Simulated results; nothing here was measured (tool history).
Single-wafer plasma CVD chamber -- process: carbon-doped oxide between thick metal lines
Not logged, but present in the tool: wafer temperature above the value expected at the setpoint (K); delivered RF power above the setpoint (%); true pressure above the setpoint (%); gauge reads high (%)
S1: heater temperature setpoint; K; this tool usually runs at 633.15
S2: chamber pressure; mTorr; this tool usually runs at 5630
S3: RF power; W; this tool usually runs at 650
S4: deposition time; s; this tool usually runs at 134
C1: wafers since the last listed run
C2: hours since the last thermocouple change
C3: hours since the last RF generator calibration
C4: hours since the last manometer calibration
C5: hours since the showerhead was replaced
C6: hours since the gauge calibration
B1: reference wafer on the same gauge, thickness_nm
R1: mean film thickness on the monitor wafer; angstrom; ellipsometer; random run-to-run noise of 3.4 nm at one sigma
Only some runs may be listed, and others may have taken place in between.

run 1 hour=0 | S1=633.15 S2=5630 S3=650 S4=134 | C1=0 C2=741.4 C3=926.5 C4=827.7 C5=2215.9 C6=1037.9 | B1=720.261 | R1=7658.73
run 2 hour=82.5 | S1=633.15 S2=5630 S3=650 S4=134 | C1=1194 C2=823.9 C3=1009 C4=910.2 C5=2298.4 C6=1120.4 | B1=720.173 | R1=7681.54
-- hour=159.6 RF generator calibrated
run 3 hour=160.1 | S1=633.15 S2=5630 S3=650 S4=134 | C1=1008 C2=901.5 C3=0.5 C4=987.8 C5=2376 C6=1198 | B1=720.847 | R1=7717.37
run 4 hour=249.2 | S1=638.15 S2=5630 S3=650 S4=134 | C1=1290 C2=990.6 C3=89.6 C4=1076.9 C5=2465.1 C6=1287.1 | B1=720.433 | R1=7614.03
run 5 hour=318.3 | S1=633.15 S2=5630 S3=650 S4=145 | C1=1000 C2=1059.7 C3=158.7 C4=1146 C5=2534.2 C6=1356.2 | B1=719.5 | R1=8366.22
run 6 hour=364.3 | S1=633.15 S2=5630 S3=650 S4=134 | C1=666 C2=1105.7 C3=204.7 C4=1192 C5=2580.2 C6=1402.2 | B1=720.827 | R1=7716.14
-- hour=519.2 capacitance manometer re-zeroed and calibrated
run 7 hour=557 | S1=633.15 S2=5630 S3=650 S4=134 | C1=2675 C2=1298.4 C3=397.4 C4=37.8 C5=2772.9 C6=1594.9 | B1=720.128 | R1=7707.7
run 8 hour=612.1 | S1=637.15 S2=5630 S3=650 S4=134 | C1=798 C2=1353.5 C3=452.5 C4=92.9 C5=2828 C6=1650 | B1=719.601 | R1=7564.99
run 9 hour=703.6 | S1=633.15 S2=5630 S3=650 S4=134 | C1=1325 C2=1445 C3=544 C4=184.4 C5=2919.5 C6=1741.5 | B1=719.707 | R1=7760.23
run 10 hour=778.9 | S1=633.15 S2=5630 S3=650 S4=134 | C1=1090 C2=1520.3 C3=619.3 C4=259.7 C5=2994.8 C6=1816.8 | B1=720.066 | R1=7734.27
-- hour=798.2 thermocouple changed; heater temperature recalibrated
-- hour=803.7 gauge calibrated
run 11 hour=858.8 | S1=633.15 S2=5630 S3=730 S4=134 | C1=1041 C2=60.6 C3=699.2 C4=339.6 C5=3074.7 C6=55.1 | B1=719.326 | R1=8017.07
run 12 hour=954.7 | S1=633.15 S2=5630 S3=650 S4=134 | C1=1388 C2=156.5 C3=795.1 C4=435.5 C5=3170.6 C6=151 | B1=720.843 | R1=7573.81
run 13 hour=1043.9 | S1=633.15 S2=6230 S3=650 S4=134 | C1=1291 C2=245.7 C3=884.3 C4=524.7 C5=3259.8 C6=240.2 | B1=720.968 | R1=7664.18
run 14 hour=1151.3 | S1=638.15 S2=5630 S3=650 S4=134 | C1=1555 C2=353.1 C3=991.7 C4=632.1 C5=3367.2 C6=347.6 | B1=719.172 | R1=7543.72
-- hour=1181 RF generator calibrated
-- hour=1198.6 showerhead replaced
run 15 hour=1247 | S1=637.15 S2=5630 S3=755 S4=134 | C1=1154 C2=448.8 C3=66 C4=727.8 C5=48.4 C6=443.3 | B1=719.684 | R1=8165.1
run 16 hour=1313.4 | S1=637.15 S2=5250 S3=555 S4=146 | C1=961 C2=515.2 C3=132.4 C4=794.2 C5=114.8 C6=509.7 | B1=719.578 | R1=7552.58
run 17 hour=1351.2 | S1=633.15 S2=5630 S3=575 S4=134 | C1=547 C2=553 C3=170.2 C4=832 C5=152.6 C6=547.5 | B1=719.842 | R1=7202.74
run 18 hour=1397.1 | S1=633.15 S2=5630 S3=650 S4=134 | C1=664 C2=598.9 C3=216.1 C4=877.9 C5=198.5 C6=593.4 | B1=719.934 | R1=7689.9
run 19 hour=1487.7 | S1=633.15 S2=6380 S3=725 S4=134 | C1=1312 C2=689.5 C3=306.7 C4=968.5 C5=289.1 C6=684 | B1=719.544 | R1=8207.02
run 20 hour=1526.6 | S1=621.15 S2=5630 S3=650 S4=151 | C1=563 C2=728.4 C3=345.6 C4=1007.4 C5=328 C6=722.9 | B1=720.016 | R1=9002.02

Here are 4 independent what-if runs from the current tool condition. What would each one return?
run A hour=1527 | S1=633.15 S2=5630 S3=650 S4=134 | C1=5 C2=728.8 C3=346 C4=1007.8 C5=328.4 C6=723.3 | B1=? | R1=?
run B hour=1527 | S1=627.15 S2=5630 S3=650 S4=119 | C1=5 C2=728.8 C3=346 C4=1007.8 C5=328.4 C6=723.3 | B1=? | R1=?
run C hour=1527 | S1=624.15 S2=6530 S3=730 S4=147 | C1=5 C2=728.8 C3=346 C4=1007.8 C5=328.4 C6=723.3 | B1=? | R1=?
run D hour=1527 | S1=633.15 S2=4680 S3=710 S4=134 | C1=5 C2=728.8 C3=346 C4=1007.8 C5=328.4 C6=723.3 | B1=? | R1=?

run=A B1=719.842 R1=7672.88
run=B B1=719.842 R1=6933.44
run=C B1=719.842 R1=9282.25
run=D B1=719.842 R1=7799.46
Take away the tool's hidden state, keep each run's random variation, and the runs would have read:
run=A R1=7604.18
run=B R1=6869.29
run=C R1=9190.15
run=D R1=7729.62
